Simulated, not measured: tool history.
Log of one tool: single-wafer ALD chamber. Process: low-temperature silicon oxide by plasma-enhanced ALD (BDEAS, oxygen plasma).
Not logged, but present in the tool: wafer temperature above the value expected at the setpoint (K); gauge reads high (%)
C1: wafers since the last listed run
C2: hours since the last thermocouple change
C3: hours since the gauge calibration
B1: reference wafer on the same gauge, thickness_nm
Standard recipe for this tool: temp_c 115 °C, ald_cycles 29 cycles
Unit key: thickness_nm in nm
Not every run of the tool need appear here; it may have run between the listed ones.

run 1 hour=0.0 | temp_c=125 ald_cycles=29 | C1=0 C2=1439.3 C3=1544.5 | B1=4.261 | thickness_nm=4.218
run 2 hour=115.2 | temp_c=115 ald_cycles=28 | C1=1363 C2=1554.5 C3=1659.7 | B1=4.258 | thickness_nm=4.158
run 3 hour=147.8 | temp_c=122 ald_cycles=31 | C1=385 C2=1587.1 C3=1692.3 | B1=4.258 | thickness_nm=4.544
run 4 hour=288.1 | temp_c=115 ald_cycles=29 | C1=1661 C2=1727.4 C3=1832.6 | B1=4.264 | thickness_nm=4.316
run 5 hour=335.4 | temp_c=115 ald_cycles=29 | C1=560 C2=1774.7 C3=1879.9 | B1=4.261 | thickness_nm=4.308
run 6 hour=375.0 | temp_c=115 ald_cycles=29 | C1=468 C2=1814.3 C3=1919.5 | B1=4.264 | thickness_nm=4.311
run 7 hour=438.3 | temp_c=115 ald_cycles=29 | C1=749 C2=1877.6 C3=1982.8 | B1=4.263 | thickness_nm=4.321
run 8 hour=495.4 | temp_c=110 ald_cycles=29 | C1=676 C2=1934.7 C3=2039.9 | B1=4.259 | thickness_nm=4.351
run 9 hour=541.4 | temp_c=110 ald_cycles=29 | C1=544 C2=1980.7 C3=2085.9 | B1=4.259 | thickness_nm=4.331
run 10 hour=581.8 | temp_c=110 ald_cycles=29 | C1=478 C2=2021.1 C3=2126.3 | B1=4.265 | thickness_nm=4.353
run 11 hour=648.6 | temp_c=107 ald_cycles=25 | C1=790 C2=2087.9 C3=2193.1 | B1=4.264 | thickness_nm=3.770
run 12 hour=697.0 | temp_c=107 ald_cycles=25 | C1=573 C2=2136.3 C3=2241.5 | B1=4.257 | thickness_nm=3.766
run 13 hour=878.2 | temp_c=107 ald_cycles=25 | C1=2145 C2=2317.5 C3=2422.7 | B1=4.260 | thickness_nm=3.773
-- hour=921.3 gauge calibrated
-- hour=1042.5 thermocouple changed; heater temperature recalibrated
run 14 hour=1080.7 | temp_c=115 ald_cycles=29 | C1=2302 C2=38.2 C3=159.4 | B1=4.262 | thickness_nm=4.264
run 15 hour=1140.1 | temp_c=115 ald_cycles=29 | C1=703 C2=97.6 C3=218.8 | B1=4.260 | thickness_nm=4.290
run 16 hour=1202.6 | temp_c=115 ald_cycles=29 | C1=739 C2=160.1 C3=281.3 | B1=4.256 | thickness_nm=4.285
run 17 hour=1255.8 | temp_c=115 ald_cycles=29 | C1=629 C2=213.3 C3=334.5 | B1=4.260 | thickness_nm=4.276
run 18 hour=1308.2 | temp_c=115 ald_cycles=29 | C1=620 C2=265.7 C3=386.9 | B1=4.262 | thickness_nm=4.257
run 19 hour=1357.5 | temp_c=115 ald_cycles=25 | C1=583 C2=315.0 C3=436.2 | B1=4.259 | thickness_nm=3.676
run 20 hour=1403.7 | temp_c=115 ald_cycles=25 | C1=546 C2=361.2 C3=482.4 | B1=4.260 | thickness_nm=3.670
-- hour=1444.0 thermocouple changed; heater temperature recalibrated, repeated, since the last time left the tool worse
run 21 hour=1446.6 | temp_c=115 ald_cycles=29 | C1=413 C2=2.6 C3=525.3 | B1=4.261 | thickness_nm=4.338
run 22 hour=1493.4 | temp_c=115 ald_cycles=29 | C1=554 C2=49.4 C3=572.1 | B1=4.259 | thickness_nm=4.357
run 23 hour=1545.7 | temp_c=127 ald_cycles=23 | C1=619 C2=101.7 C3=624.4 | B1=4.260 | thickness_nm=3.362
run 24 hour=1582.9 | temp_c=123 ald_cycles=26 | C1=440 C2=138.9 C3=661.6 | B1=4.258 | thickness_nm=3.823
run 25 hour=1616.8 | temp_c=115 ald_cycles=32 | C1=401 C2=172.8 C3=695.5 | B1=4.264 | thickness_nm=4.787
run 26 hour=1647.8 | temp_c=130 ald_cycles=33 | C1=367 C2=203.8 C3=726.5 | B1=4.262 | thickness_nm=4.815
run 27 hour=1714.8 | temp_c=121 ald_cycles=29 | C1=793 C2=270.8 C3=793.5 | B1=4.261 | thickness_nm=4.292
run 28 hour=1757.3 | temp_c=101 ald_cycles=25 | C1=503 C2=313.3 C3=836.0 | B1=4.264 | thickness_nm=3.854
run 29 hour=1812.6 | temp_c=121 ald_cycles=29 | C1=654 C2=368.6 C3=891.3 | B1=4.262 | thickness_nm=4.267
run 30 hour=1869.0 | temp_c=104 ald_cycles=31 | C1=667 C2=425.0 C3=947.7 | B1=4.261 | thickness_nm=4.748
run 31 hour=1922.1 | temp_c=115 ald_cycles=29 | C1=628 C2=478.1 C3=1000.8 | B1=4.267 | thickness_nm=4.333
run 32 hour=2135.4 | temp_c=130 ald_cycles=33 | C1=2525 C2=691.4 C3=1214.1 | B1=4.262 | thickness_nm=4.778
run 33 hour=2181.0 | temp_c=115 ald_cycles=29 | C1=539 C2=737.0 C3=1259.7 | B1=4.259 | thickness_nm=4.308
run 34 hour=2241.4 | temp_c=115 ald_cycles=34 | C1=715 C2=797.4 C3=1320.1 | B1=4.258 | thickness_nm=5.080
run 35 hour=2282.7 | temp_c=115 ald_cycles=29 | C1=488 C2=838.7 C3=1361.4 | B1=4.256 | thickness_nm=4.325
run 36 hour=2353.6 | temp_c=104 ald_cycles=24 | C1=839 C2=909.6 C3=1432.3 | B1=4.259 | thickness_nm=3.666
run 37 hour=2398.7 | temp_c=125 ald_cycles=34 | C1=533 C2=954.7 C3=1477.4 | B1=4.263 | thickness_nm=4.974
run 38 hour=2548.5 | temp_c=115 ald_cycles=29 | C1=1773 C2=1104.5 C3=1627.2 | B1=4.258 | thickness_nm=4.327
run 39 hour=2589.0 | temp_c=115 ald_cycles=27 | C1=479 C2=1145.0 C3=1667.7 | B1=4.260 | thickness_nm=4.027
run 40 hour=2631.9 | temp_c=126 ald_cycles=32 | C1=507 C2=1187.9 C3=1710.6 | B1=4.259 | thickness_nm=4.661
run 41 hour=2699.6 | temp_c=107 ald_cycles=32 | C1=801 C2=1255.6 C3=1778.3 | B1=4.260 | thickness_nm=4.869

Here are 5 independent what-if runs from the current tool condition. What would each one return?
run A hour=2700.0 | temp_c=102 ald_cycles=29 | C1=4 C2=1256.0 C3=1778.7 | B1=? | thickness_nm=?
run B hour=2700.0 | temp_c=125 ald_cycles=24 | C1=4 C2=1256.0 C3=1778.7 | B1=? | thickness_nm=?
run C hour=2700.0 | temp_c=111 ald_cycles=33 | C1=4 C2=1256.0 C3=1778.7 | B1=? | thickness_nm=?
run D hour=2700.0 | temp_c=124 ald_cycles=26 | C1=4 C2=1256.0 C3=1778.7 | B1=? | thickness_nm=?
run E hour=2700.0 | temp_c=106 ald_cycles=23 | C1=4 C2=1256.0 C3=1778.7 | B1=? | thickness_nm=?

run=A B1=4.261 thickness_nm=4.439
run=B B1=4.261 thickness_nm=3.499
run=C B1=4.261 thickness_nm=4.957
run=D B1=4.261 thickness_nm=3.799
run=E B1=4.261 thickness_nm=3.491
Without the tool's unlogged condition, the same runs would have read:
run=A thickness_nm=4.454
run=B thickness_nm=3.511
run=C thickness_nm=4.974
run=D thickness_nm=3.812
run=E thickness_nm=3.503
